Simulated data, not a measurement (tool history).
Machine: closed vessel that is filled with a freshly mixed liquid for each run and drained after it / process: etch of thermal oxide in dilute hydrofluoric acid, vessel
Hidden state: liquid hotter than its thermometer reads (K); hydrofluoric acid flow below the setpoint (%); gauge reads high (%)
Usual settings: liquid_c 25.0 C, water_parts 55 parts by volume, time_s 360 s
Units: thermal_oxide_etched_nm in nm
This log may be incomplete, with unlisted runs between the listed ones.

run    hour  liquid_c  water_parts  time_s  wafers since the last listed run  hours since the thermometer was replaced  hours since the hydrofluoric acid flow meter was replaced  hours since the gauge calibration  read-back film thickness of the thermal oxide reference wafer, read on the same gauge (nm)  thermal_oxide_etched_nm
  1     0.0      25.0           55     360                                 0                                    1435.1                                                     1882.3                              388.5                                                                                       29.13                    34.25
  2    70.0      25.0           55     360                              4689                                    1505.1                                                     1952.3                              458.5                                                                                       29.02                    34.14
  3   100.7      25.0           55     360                              2056                                    1535.8                                                     1983.0                              489.2                                                                                       28.98                    33.85
  4   158.2      25.0           55     360                              3852                                    1593.3                                                     2040.5                              546.7                                                                                       28.87                    33.83
  5   221.2      25.0           55     360                              4220                                    1656.3                                                     2103.5                              609.7                                                                                       28.79                    33.85
  6   261.0      25.0           55     360                              2666                                    1696.1                                                     2143.3                              649.5                                                                                       28.75                    33.58
  7   287.5      26.0           55     360                              1775                                    1722.6                                                     2169.8                              676.0                                                                                       28.71                    34.97
  8   326.3      26.0           55     360                              2599                                    1761.4                                                     2208.6                              714.8                                                                                       28.67                    35.30
  9   358.1      25.0           55     360                              2130                                    1793.2                                                     2240.4                              746.6                                                                                       28.64                    33.59
 10   405.1      25.0           55     360                              3148                                    1840.2                                                     2287.4                              793.6                                                                                       28.59                    33.58
 11   432.3      25.0           35     360                              1822                                    1867.4                                                     2314.6                              820.8                                                                                       28.55                    54.44
 12   486.8      25.0           35     360                              3651                                    1921.9                                                     2369.1                              875.3                                                                                       28.52                    53.79
      539.0  -- thermometer replaced
 13   550.2      25.0           75     360                              4180                                      11.2                                                     2432.5                              938.7                                                                                       28.46                    23.68
 14   603.6      25.0           55     360                              3577                                      64.6                                                     2485.9                              992.1                                                                                       28.46                    33.85
 15   631.6      25.0           55     360                              1875                                      92.6                                                     2513.9                             1020.1                                                                                       28.43                    33.11
 16   690.9      25.0           55     205                              3972                                     151.9                                                     2573.2                             1079.4                                                                                       28.42                    18.89
 17   724.4      25.0           55     360                              2244                                     185.4                                                     2606.7                             1112.9                                                                                       28.40                    33.29
 18   776.3      26.0           55     360                              3477                                     237.3                                                     2658.6                             1164.8                                                                                       28.34                    34.57
 19   825.7      25.0           55     360                              3309                                     286.7                                                     2708.0                             1214.2                                                                                       28.33                    33.18
      876.2  -- hydrofluoric acid flow meter replaced
 20   879.0      29.5           45     515                              3503                                     340.0                                                        2.8                             1267.5                                                                                       28.31                    69.74
 21   906.0      25.0           55     360                              1808                                     367.0                                                       29.8                             1294.5                                                                                       28.35                    33.48
 22   938.1      26.5           75     425                              2150                                     399.1                                                       61.9                             1326.6                                                                                       28.38                    29.81
 23   999.5      25.0           70     160                              4113                                     460.5                                                      123.3                             1388.0                                                                                       28.29                    11.49
 24  1030.4      25.0           55     360                              2070                                     491.4                                                      154.2                             1418.9                                                                                       28.26                    33.09
 25  1081.3      28.5           25     490                              3410                                     542.3                                                      205.1                             1469.8                                                                                       28.31                   118.50
 26  1135.3      25.0           55     360                              3617                                     596.3                                                      259.1                             1523.8                                                                                       28.30                    33.38
 27  1190.2      28.0           70     360                              3678                                     651.2                                                      314.0                             1578.7                                                                                       28.28                    28.79
     1236.9  -- gauge calibrated
 28  1373.5      28.5           35     155                             12280                                     834.5                                                      497.3                              136.6                                                                                       29.45                    27.67
 29  1435.8      23.5           80     470                              4173                                     896.8                                                      559.6                              198.9                                                                                       29.28                    28.19
 30  1481.2      21.5           55     210                              3041                                     942.2                                                      605.0                              244.3                                                                                       29.13                    17.18
 31  1537.0      23.5           55     495                              3738                                     998.0                                                      660.8                              300.1                                                                                       29.00                    43.84
 32  1567.5      28.5           75     440                              2043                                    1028.5                                                      691.3                              330.6                                                                                       28.93                    34.66
 33  1592.5      20.5           45     360                              1674                                    1053.5                                                      716.3                              355.6                                                                                       28.90                    35.10

What if the next run were any one of these 5? Each begins from the tool's condition after run 33:
  A  1593.2      25.0           55     250                                46                                    1054.2                                                      717.0                              356.3                                                                                           ?                        ?
  B  1593.2      28.0           35     170                                46                                    1054.2                                                      717.0                              356.3                                                                                           ?                        ?
  C  1593.2      23.0           75     360                                46                                    1054.2                                                      717.0                              356.3                                                                                           ?                        ?
  D  1593.2      22.0           75     530                                46                                    1054.2                                                      717.0                              356.3                                                                                           ?                        ?
  E  1593.2      26.5           55     360                                46                                    1054.2                                                      717.0                              356.3                                                                                           ?                        ?

run  read-back film thickness of the thermal oxide reference wafer, read on the same gauge (nm)  thermal_oxide_etched_nm
  A                                                                                       28.91                    23.40
  B                                                                                       28.91                    29.05
  C                                                                                       28.91                    22.20
  D                                                                                       28.91                    31.37
  E                                                                                       28.91                    35.81
Stripped of hidden state, with their random variation kept, the same runs would have yielded:
run  thermal_oxide_etched_nm
  A                    24.28
  B                    30.15
  C                    23.03
  D                    32.55
  E                    37.15

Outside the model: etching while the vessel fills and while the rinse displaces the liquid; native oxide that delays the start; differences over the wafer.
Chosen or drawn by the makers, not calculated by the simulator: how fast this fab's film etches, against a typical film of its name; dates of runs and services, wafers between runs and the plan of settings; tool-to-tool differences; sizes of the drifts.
